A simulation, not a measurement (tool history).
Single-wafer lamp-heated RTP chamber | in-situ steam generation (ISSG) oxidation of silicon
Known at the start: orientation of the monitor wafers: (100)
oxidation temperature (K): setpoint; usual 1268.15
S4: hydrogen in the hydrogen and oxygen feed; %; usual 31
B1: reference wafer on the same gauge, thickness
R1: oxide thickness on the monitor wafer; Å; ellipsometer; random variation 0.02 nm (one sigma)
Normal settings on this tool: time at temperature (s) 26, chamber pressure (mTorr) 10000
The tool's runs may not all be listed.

{"run": 1, "hour": 0.0, "oxidation temperature (K)": 1281.15, "time at temperature (s)": 26, "chamber pressure (mTorr)": 10000, "S4": 24, "B1": 6.626, "R1": 56.07}
{"run": 2, "hour": 93.4, "oxidation temperature (K)": 1284.15, "time at temperature (s)": 26, "chamber pressure (mTorr)": 10000, "S4": 31, "B1": 6.631, "R1": 60.45}
{"run": 3, "hour": 186.1, "oxidation temperature (K)": 1284.15, "time at temperature (s)": 26, "chamber pressure (mTorr)": 10000, "S4": 31, "B1": 6.631, "R1": 61.53}
{"run": 4, "hour": 226.5, "oxidation temperature (K)": 1268.15, "time at temperature (s)": 26, "chamber pressure (mTorr)": 10000, "S4": 31, "B1": 6.624, "R1": 57.36}
{"run": 5, "hour": 314.2, "oxidation temperature (K)": 1268.15, "time at temperature (s)": 26, "chamber pressure (mTorr)": 10000, "S4": 31, "B1": 6.634, "R1": 55.43}
{"run": 6, "hour": 390.7, "oxidation temperature (K)": 1268.15, "time at temperature (s)": 26, "chamber pressure (mTorr)": 10200, "S4": 31, "B1": 6.632, "R1": 55.61}
{"run": 7, "hour": 451.6, "oxidation temperature (K)": 1268.15, "time at temperature (s)": 26, "chamber pressure (mTorr)": 10200, "S4": 31, "B1": 6.624, "R1": 56.18}
{"run": 8, "hour": 559.6, "oxidation temperature (K)": 1268.15, "time at temperature (s)": 26, "chamber pressure (mTorr)": 10000, "S4": 31, "B1": 6.628, "R1": 56.82}
{"run": 9, "hour": 634.9, "oxidation temperature (K)": 1268.15, "time at temperature (s)": 26, "chamber pressure (mTorr)": 10000, "S4": 31, "B1": 6.632, "R1": 56.9}
{"run": 10, "hour": 740.7, "oxidation temperature (K)": 1262.15, "time at temperature (s)": 26, "chamber pressure (mTorr)": 10000, "S4": 31, "B1": 6.63, "R1": 55.92}
{"run": 11, "hour": 835.8, "oxidation temperature (K)": 1262.15, "time at temperature (s)": 26, "chamber pressure (mTorr)": 10000, "S4": 31, "B1": 6.631, "R1": 54.78}
{"run": 12, "hour": 878.0, "oxidation temperature (K)": 1268.15, "time at temperature (s)": 26, "chamber pressure (mTorr)": 10000, "S4": 31, "B1": 6.628, "R1": 56.15}
{"run": 13, "hour": 941.1, "oxidation temperature (K)": 1268.15, "time at temperature (s)": 26, "chamber pressure (mTorr)": 10000, "S4": 31, "B1": 6.634, "R1": 56.48}
{"run": 14, "hour": 1017.1, "oxidation temperature (K)": 1268.15, "time at temperature (s)": 26, "chamber pressure (mTorr)": 10000, "S4": 31, "B1": 6.626, "R1": 56.6}
{"run": 15, "hour": 1109.3, "oxidation temperature (K)": 1268.15, "time at temperature (s)": 19, "chamber pressure (mTorr)": 10000, "S4": 32, "B1": 6.63, "R1": 49.9}
{"run": 16, "hour": 1145.5, "oxidation temperature (K)": 1251.15, "time at temperature (s)": 26, "chamber pressure (mTorr)": 9400, "S4": 32, "B1": 6.628, "R1": 54.41}
{"run": 17, "hour": 1182.6, "oxidation temperature (K)": 1268.15, "time at temperature (s)": 26, "chamber pressure (mTorr)": 10000, "S4": 31, "B1": 6.63, "R1": 56.08}
{"run": 18, "hour": 1255.1, "oxidation temperature (K)": 1268.15, "time at temperature (s)": 26, "chamber pressure (mTorr)": 10200, "S4": 31, "B1": 6.631, "R1": 55.99}
{"run": 19, "hour": 1336.4, "oxidation temperature (K)": 1276.15, "time at temperature (s)": 26, "chamber pressure (mTorr)": 9400, "S4": 31, "B1": 6.629, "R1": 59.36}
{"run": 20, "hour": 1393.1, "oxidation temperature (K)": 1268.15, "time at temperature (s)": 22, "chamber pressure (mTorr)": 10000, "S4": 23, "B1": 6.625, "R1": 49.04}
{"run": 21, "hour": 1466.8, "oxidation temperature (K)": 1262.15, "time at temperature (s)": 26, "chamber pressure (mTorr)": 10000, "S4": 31, "B1": 6.635, "R1": 55.84}
{"run": 22, "hour": 1628.4, "oxidation temperature (K)": 1268.15, "time at temperature (s)": 26, "chamber pressure (mTorr)": 8900, "S4": 31, "B1": 6.626, "R1": 56.85}
{"run": 23, "hour": 1708.9, "oxidation temperature (K)": 1258.15, "time at temperature (s)": 19, "chamber pressure (mTorr)": 9400, "S4": 26, "B1": 6.627, "R1": 45.31}
{"run": 24, "hour": 1810.7, "oxidation temperature (K)": 1268.15, "time at temperature (s)": 30, "chamber pressure (mTorr)": 10000, "S4": 32, "B1": 6.627, "R1": 60.58}
{"run": 25, "hour": 1871.3, "oxidation temperature (K)": 1282.15, "time at temperature (s)": 30, "chamber pressure (mTorr)": 10000, "S4": 25, "B1": 6.627, "R1": 61.68}
{"run": 26, "hour": 1950.2, "oxidation temperature (K)": 1286.15, "time at temperature (s)": 31, "chamber pressure (mTorr)": 10200, "S4": 27, "B1": 6.63, "R1": 65.23}
{"run": 27, "hour": 2052.7, "oxidation temperature (K)": 1262.15, "time at temperature (s)": 26, "chamber pressure (mTorr)": 10000, "S4": 31, "B1": 6.631, "R1": 53.81}
{"run": 28, "hour": 2138.8, "oxidation temperature (K)": 1260.15, "time at temperature (s)": 26, "chamber pressure (mTorr)": 8800, "S4": 31, "B1": 6.634, "R1": 55.38}
{"run": 29, "hour": 2219.9, "oxidation temperature (K)": 1279.15, "time at temperature (s)": 26, "chamber pressure (mTorr)": 10000, "S4": 31, "B1": 6.628, "R1": 59.16}

Between the runs listed above, the log contained 8 entries, not reproduced here. Where in the sequence does each belong, and how does what the log doesn't record of the tool's condition differ from the listed run before to the listed run after?
After run 4, before run 5: pyrometer window cleaned and pyrometer calibrated (hour 302.4)
  true wafer temperature minus pyrometer reading, K: 6.47 -> 0.471
  measured less the result without the state, R1: +1.58 -> +0.11 Å
After run 10, before run 11: pyrometer window cleaned and pyrometer calibrated (hour 758.6)
  true wafer temperature minus pyrometer reading, K: 7.45 -> 2.05
  measured less the result without the state, R1: +1.72 -> +0.46 Å
After run 12, before run 13: pressure gauge zeroed (hour 936.0)
  true wafer temperature minus pyrometer reading, K: 2.74 -> 3.77
  measured less the result without the state, R1: +0.65 -> +0.91 Å
After run 16, before run 17: pyrometer window cleaned and pyrometer calibrated (hour 1170.2)
  true wafer temperature minus pyrometer reading, K: 7.12 -> 1.97
  measured less the result without the state, R1: +1.50 -> +0.47 Å
After run 18, before run 19: gauge calibrated (hour 1288.5)
  true wafer temperature minus pyrometer reading, K: 3.16 -> 4.49
  measured less the result without the state, R1: +0.76 -> +1.19 Å
After run 21, before run 22: pyrometer window cleaned and pyrometer calibrated (hour 1627.9)
  true wafer temperature minus pyrometer reading, K: 6.62 -> 0.578
  measured less the result without the state, R1: +1.53 -> +0.14 Å
After run 22, before run 23: hydrogen flow controller replaced (hour 1654.0)
  true wafer temperature minus pyrometer reading, K: 0.578 -> 1.9
  measured less the result without the state, R1: +0.14 -> +0.31 Å
After run 26, before run 27: pyrometer window cleaned and pyrometer calibrated (hour 2045.6)
  true wafer temperature minus pyrometer reading, K: 5.84 -> 0.175
  measured less the result without the state, R1: +1.86 -> +0.04 Å
